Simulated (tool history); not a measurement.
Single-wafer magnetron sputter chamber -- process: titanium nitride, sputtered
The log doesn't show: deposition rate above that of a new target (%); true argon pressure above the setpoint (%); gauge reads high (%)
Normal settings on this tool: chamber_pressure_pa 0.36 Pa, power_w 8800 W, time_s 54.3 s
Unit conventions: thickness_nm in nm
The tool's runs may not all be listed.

run	hour	chamber_pressure_pa	power_w	time_s	wafers since the last listed run	wafers on the sputter target	hours since the last manometer calibration	hours since the magnet pack was replaced	hours since the gauge calibration	read-back reference wafer on the same gauge, thickness_nm	thickness_nm
1	0.0	0.36	8800	54.3	0	4355	768.1	9755.9	116.1	92.056	87.021
# hour 28.6: sputter target and shields replaced
2	56.6	0.36	8800	54.3	885	510	824.7	9812.5	172.7	91.898	87.766
3	114.3	0.36	8800	54.3	1051	1562	882.4	9870.2	230.4	92.031	87.822
4	146.1	0.36	8800	54.3	579	2142	914.2	9902.0	262.2	92.093	87.171
5	250.9	0.36	8800	54.3	1910	4052	1019.0	10006.8	367.0	91.949	87.568
6	306.7	0.36	9350	54.3	1017	5070	1074.8	10062.6	422.8	91.975	93.194
# hour 322.6: sputter target and shields replaced
7	369.7	0.36	9350	54.3	1002	858	1137.8	10125.6	485.8	92.017	93.121
8	407.7	0.36	9350	54.3	692	1551	1175.8	10163.6	523.8	91.948	92.638
# hour 462.4: gauge calibrated
9	481.2	0.36	8800	54.3	1339	2891	1249.3	10237.1	18.8	91.923	87.918

What will run 10 give?
# hour 544.0: magnet pack replaced
10	546.3	0.36	10100	54.3	1040	3932	1314.4	2.3	83.9	?	?

read-back reference wafer on the same gauge, thickness_nm: 92.022
thickness_nm: 100.751 nm
Were there no unlogged condition in the tool, this run, its random variation unchanged, would have produced thickness_nm 100.751 nm.

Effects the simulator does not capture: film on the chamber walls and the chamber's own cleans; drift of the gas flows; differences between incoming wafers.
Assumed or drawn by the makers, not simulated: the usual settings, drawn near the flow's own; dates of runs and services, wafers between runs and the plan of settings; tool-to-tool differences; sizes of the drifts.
